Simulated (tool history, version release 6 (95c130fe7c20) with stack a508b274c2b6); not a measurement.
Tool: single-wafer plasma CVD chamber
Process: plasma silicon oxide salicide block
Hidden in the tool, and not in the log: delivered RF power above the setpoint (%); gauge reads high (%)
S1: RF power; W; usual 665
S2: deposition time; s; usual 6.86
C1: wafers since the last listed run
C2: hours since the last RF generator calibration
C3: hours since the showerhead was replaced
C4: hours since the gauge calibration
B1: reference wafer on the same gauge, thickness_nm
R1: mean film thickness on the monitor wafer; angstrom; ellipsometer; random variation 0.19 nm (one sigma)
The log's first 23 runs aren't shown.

Run 24, hour 318.8: usual settings but S1 590 W, S2 7.8 s; C1 427; C2 52.3; C3 66.7; C4 568.2; B1 70.772. Result: R1 796.32 angstrom.
At hour 320.4: gauge calibrated.
Run 25, hour 335: usual settings but S2 6.03 s; C1 509; C2 68.5; C3 82.9; C4 14.6; B1 70.838. Result: R1 635.13 angstrom.
Run 26, hour 346.6: usual settings but S1 720 W; C1 364; C2 80.1; C3 94.5; C4 26.2; B1 70.827. Result: R1 741.92 angstrom.
Run 27, hour 353: usual settings but S1 570 W; C1 201; C2 86.5; C3 100.9; C4 32.6; B1 70.788. Result: R1 695.76 angstrom.
Run 28, hour 366.4: usual settings but S1 710 W; C1 421; C2 99.9; C3 114.3; C4 46; B1 70.844. Result: R1 737.71 angstrom.
Run 29, hour 379.3: usual settings but S2 6.03 s; C1 405; C2 112.8; C3 127.2; C4 58.9; B1 70.845. Result: R1 634.32 angstrom.
Run 30, hour 389.8: usual settings but S1 715 W; C1 330; C2 123.3; C3 137.7; C4 69.4; B1 70.783. Result: R1 733.46 angstrom.
Run 31, hour 398: usual settings but S1 750 W, S2 5.84 s; C1 257; C2 131.5; C3 145.9; C4 77.6; B1 70.835. Result: R1 632.24 angstrom.
Run 32, hour 420: usual settings but S1 535 W, S2 6.1 s; C1 691; C2 153.5; C3 167.9; C4 99.6; B1 70.806. Result: R1 605.08 angstrom.
Run 33, hour 433.1: usual settings; C1 411; C2 166.6; C3 181; C4 112.7; B1 70.816. Result: R1 722.01 angstrom.
Run 34, hour 443: usual settings; C1 311; C2 176.5; C3 190.9; C4 122.6; B1 70.812. Result: R1 720.34 angstrom.
Run 35, hour 459.2: usual settings but S2 5.86 s; C1 509; C2 192.7; C3 207.1; C4 138.8; B1 70.817. Result: R1 615.62 angstrom.
Run 36, hour 468.2: usual settings; C1 282; C2 201.7; C3 216.1; C4 147.8; B1 70.749. Result: R1 721.02 angstrom.

Forecast each of these 5 alternatives for the next run:
Run A, hour 468.6: usual settings; C1 12; C2 202.1; C3 216.5; C4 148.2; B1 ?. Result: R1 ?.
Run B, hour 468.6: usual settings but S1 535 W, S2 6.13 s; C1 12; C2 202.1; C3 216.5; C4 148.2; B1 ?. Result: R1 ?.
Run C, hour 468.6: usual settings but S1 560 W, S2 8.07 s; C1 12; C2 202.1; C3 216.5; C4 148.2; B1 ?. Result: R1 ?.
Run D, hour 468.6: usual settings but S1 790 W; C1 12; C2 202.1; C3 216.5; C4 148.2; B1 ?. Result: R1 ?.
Run E, hour 468.6: usual settings but S1 535 W, S2 7.32 s; C1 12; C2 202.1; C3 216.5; C4 148.2; B1 ?. Result: R1 ?.

run      B1      R1
  A  70.766  716.24
  B  70.766   603.4
  C  70.766  804.17
  D  70.766  751.06
  E  70.766  720.54
Without the tool's hidden state the same runs would have given:
run      R1
  A  725.53
  B  611.23
  C   814.6
  D   760.8
  E  729.88
